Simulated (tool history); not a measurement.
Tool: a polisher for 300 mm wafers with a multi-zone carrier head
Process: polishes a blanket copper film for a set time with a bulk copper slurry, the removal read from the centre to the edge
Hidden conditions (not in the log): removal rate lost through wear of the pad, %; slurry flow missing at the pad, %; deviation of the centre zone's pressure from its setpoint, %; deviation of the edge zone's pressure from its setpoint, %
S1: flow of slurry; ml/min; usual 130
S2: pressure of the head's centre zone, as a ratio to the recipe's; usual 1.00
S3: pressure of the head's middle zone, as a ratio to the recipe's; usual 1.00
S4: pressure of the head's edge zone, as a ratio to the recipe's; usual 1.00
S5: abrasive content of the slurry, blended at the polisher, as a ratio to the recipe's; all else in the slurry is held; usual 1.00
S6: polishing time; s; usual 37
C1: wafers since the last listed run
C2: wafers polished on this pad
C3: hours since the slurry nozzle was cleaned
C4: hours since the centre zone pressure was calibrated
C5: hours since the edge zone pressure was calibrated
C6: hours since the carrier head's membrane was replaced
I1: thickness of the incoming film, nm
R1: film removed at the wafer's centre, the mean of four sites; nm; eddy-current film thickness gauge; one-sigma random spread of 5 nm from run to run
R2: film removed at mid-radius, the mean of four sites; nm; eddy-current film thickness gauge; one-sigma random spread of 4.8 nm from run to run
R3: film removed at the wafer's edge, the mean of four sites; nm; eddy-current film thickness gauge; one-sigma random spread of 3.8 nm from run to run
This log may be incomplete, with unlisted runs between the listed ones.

Run 1, day 0.000: usual settings; C1 0; C2 1747; C3 360.2; C4 592.5; C5 262.9; C6 516.5; I1 3658.2. Result: R1 344.9 nm, R2 346.6 nm, R3 361.6 nm.
Run 2, day 1.554: usual settings but S1 100 ml/min, S5 1.05; C1 618; C2 2365; C3 397.5; C4 629.8; C5 300.2; C6 553.8; I1 3617.4. Result: R1 300.6 nm, R2 316.7 nm, R3 339.1 nm.
At day 2.908: slurry nozzle cleaned.
At day 3.504: carrier head's membrane replaced by a new one.
Run 3, day 4.483: usual settings; C1 1066; C2 3431; C3 37.8; C4 700.1; C5 370.5; C6 23.5; I1 3670.4. Result: R1 365.8 nm, R2 356.5 nm, R3 369.1 nm.
Run 4, day 7.429: usual settings but S1 160 ml/min, S2 1.10, S4 0.93, S6 47 s; C1 1172; C2 4604; C3 108.5; C4 770.8; C5 441.2; C6 94.2; I1 3683.9. Result: R1 513.3 nm, R2 469.2 nm, R3 458.4 nm.
At day 9.325: edge zone pressure recalibrated.
Run 5, day 10.150: usual settings but S2 0.93, S4 0.90, S6 44 s; C1 1049; C2 5653; C3 173.8; C4 836.1; C5 19.8; C6 159.5; I1 3662.3. Result: R1 380.1 nm, R2 398.9 nm, R3 397.7 nm.
At day 10.579: worn pad replaced by a new one.
Run 6, day 12.088: usual settings but S4 0.89; C1 704; C2 600; C3 220.3; C4 882.6; C5 66.3; C6 206.0; I1 3626.6. Result: R1 358.6 nm, R2 347.2 nm, R3 343.7 nm.
Run 7, day 14.921: usual settings but S2 0.96, S3 1.07, S5 1.20; C1 1127; C2 1727; C3 288.3; C4 950.6; C5 134.3; C6 274.0; I1 3617.1. Result: R1 359.8 nm, R2 376.2 nm, R3 385.8 nm.
Run 8, day 16.117: usual settings but S5 0.95; C1 475; C2 2203; C3 317.0; C4 979.3; C5 163.0; C6 302.7; I1 3657.6. Result: R1 343.3 nm, R2 338.4 nm, R3 360.4 nm.
Run 9, day 18.933: usual settings; C1 1120; C2 3324; C3 384.6; C4 1046.9; C5 230.6; C6 370.3; I1 3604.5. Result: R1 336.4 nm, R2 331.1 nm, R3 352.1 nm.
Run 10, day 20.467: usual settings but S2 0.92; C1 610; C2 3934; C3 421.4; C4 1083.7; C5 267.4; C6 407.1; I1 3607.1. Result: R1 304.5 nm, R2 322.4 nm, R3 345.1 nm.
Run 11, day 23.100: usual settings but S5 0.95; C1 1047; C2 4982; C3 484.6; C4 1146.9; C5 330.6; C6 470.3; I1 3654.8. Result: R1 314.3 nm, R2 310.4 nm, R3 331.4 nm.
At day 23.650: slurry nozzle cleaned.
Run 12, day 24.204: usual settings but S1 110 ml/min, S6 25 s; C1 422; C2 5405; C3 13.3; C4 1173.4; C5 357.1; C6 496.8; I1 3639.3. Result: R1 232.5 nm, R2 228.0 nm, R3 237.2 nm.
At day 25.183: carrier head's membrane replaced by a new one.
At day 25.646: centre zone pressure recalibrated.
At day 26.667: worn pad replaced by a new one.
At day 28.992: edge zone pressure recalibrated.
Run 13, day 30.621: usual settings; C1 2338; C2 1540; C3 167.3; C4 119.4; C5 39.1; C6 130.5; I1 3647.8. Result: R1 356.5 nm, R2 360.0 nm, R3 369.3 nm.
Run 14, day 32.162: usual settings but S2 1.06, S3 1.09; C1 613; C2 2153; C3 204.3; C4 156.4; C5 76.1; C6 167.5; I1 3682.3. Result: R1 376.4 nm, R2 365.5 nm, R3 364.2 nm.
Run 15, day 34.938: usual settings but S2 1.05, S3 0.93, S4 1.06, S6 49 s; C1 1104; C2 3257; C3 270.9; C4 223.0; C5 142.7; C6 234.1; I1 3616.3. Result: R1 484.0 nm, R2 446.9 nm, R3 490.8 nm.
Run 16, day 36.754: usual settings but S3 1.07, S5 0.85; C1 722; C2 3980; C3 314.5; C4 266.6; C5 186.3; C6 277.7; I1 3587.1. Result: R1 321.7 nm, R2 334.0 nm, R3 335.6 nm.
Run 17, day 38.154: usual settings but S1 100 ml/min; C1 557; C2 4538; C3 348.1; C4 300.2; C5 219.9; C6 311.3; I1 3625.7. Result: R1 295.4 nm, R2 305.4 nm, R3 328.1 nm.
At day 40.529: slurry nozzle cleaned.
Run 18, day 41.100: usual settings but S2 0.92; C1 1155; C2 5693; C3 13.7; C4 370.9; C5 290.6; C6 382.0; I1 3690.5. Result: R1 336.6 nm, R2 347.4 nm, R3 358.7 nm.
At day 42.329: worn pad replaced by a new one.
Run 19, day 42.988: usual settings but S1 105 ml/min, S5 0.90; C1 684; C2 262; C3 59.0; C4 416.2; C5 335.9; C6 427.3; I1 3611.7. Result: R1 333.0 nm, R2 327.6 nm, R3 355.1 nm.
Run 20, day 44.012: usual settings; C1 407; C2 670; C3 83.6; C4 440.8; C5 360.5; C6 451.9; I1 3639.8. Result: R1 366.6 nm, R2 361.1 nm, R3 379.2 nm.
Run 21, day 46.408: usual settings but S1 90 ml/min, S3 1.06, S5 1.10; C1 953; C2 1623; C3 141.1; C4 498.3; C5 418.0; C6 509.4; I1 3576.9. Result: R1 325.6 nm, R2 338.6 nm, R3 352.9 nm.

Branching from run 21: 4 alternative next runs. What would each branch give?
Run A, day 46.425: usual settings but S2 1.03; C1 6; C2 1630; C3 141.5; C4 498.7; C5 418.4; C6 509.8; I1 3601.2. Result: R1 ?, R2 ?, R3 ?.
Run B, day 46.425: usual settings but S2 1.10, S5 1.15; C1 6; C2 1630; C3 141.5; C4 498.7; C5 418.4; C6 509.8; I1 3601.2. Result: R1 ?, R2 ?, R3 ?.
Run C, day 46.425: usual settings but S1 165 ml/min, S3 1.07, S4 1.07, S5 0.80; C1 6; C2 1630; C3 141.5; C4 498.7; C5 418.4; C6 509.8; I1 3601.2. Result: R1 ?, R2 ?, R3 ?.
Run D, day 46.425: usual settings but S4 1.11, S6 25 s; C1 6; C2 1630; C3 141.5; C4 498.7; C5 418.4; C6 509.8; I1 3601.2. Result: R1 ?, R2 ?, R3 ?.

run     R1     R2     R3
  A  377.1  365.4  371.3
  B  415.1  379.3  385.6
  C  368.3  377.9  375.2
  D  248.3  246.9  264.2
Take away the tool's hidden state, keep each run's random variation, and the runs would have read:
run     R1     R2     R3
  A  393.1  379.4  382.4
  B  432.8  394.0  397.1
  C  381.2  390.1  384.9
  D  258.8  256.4  272.1
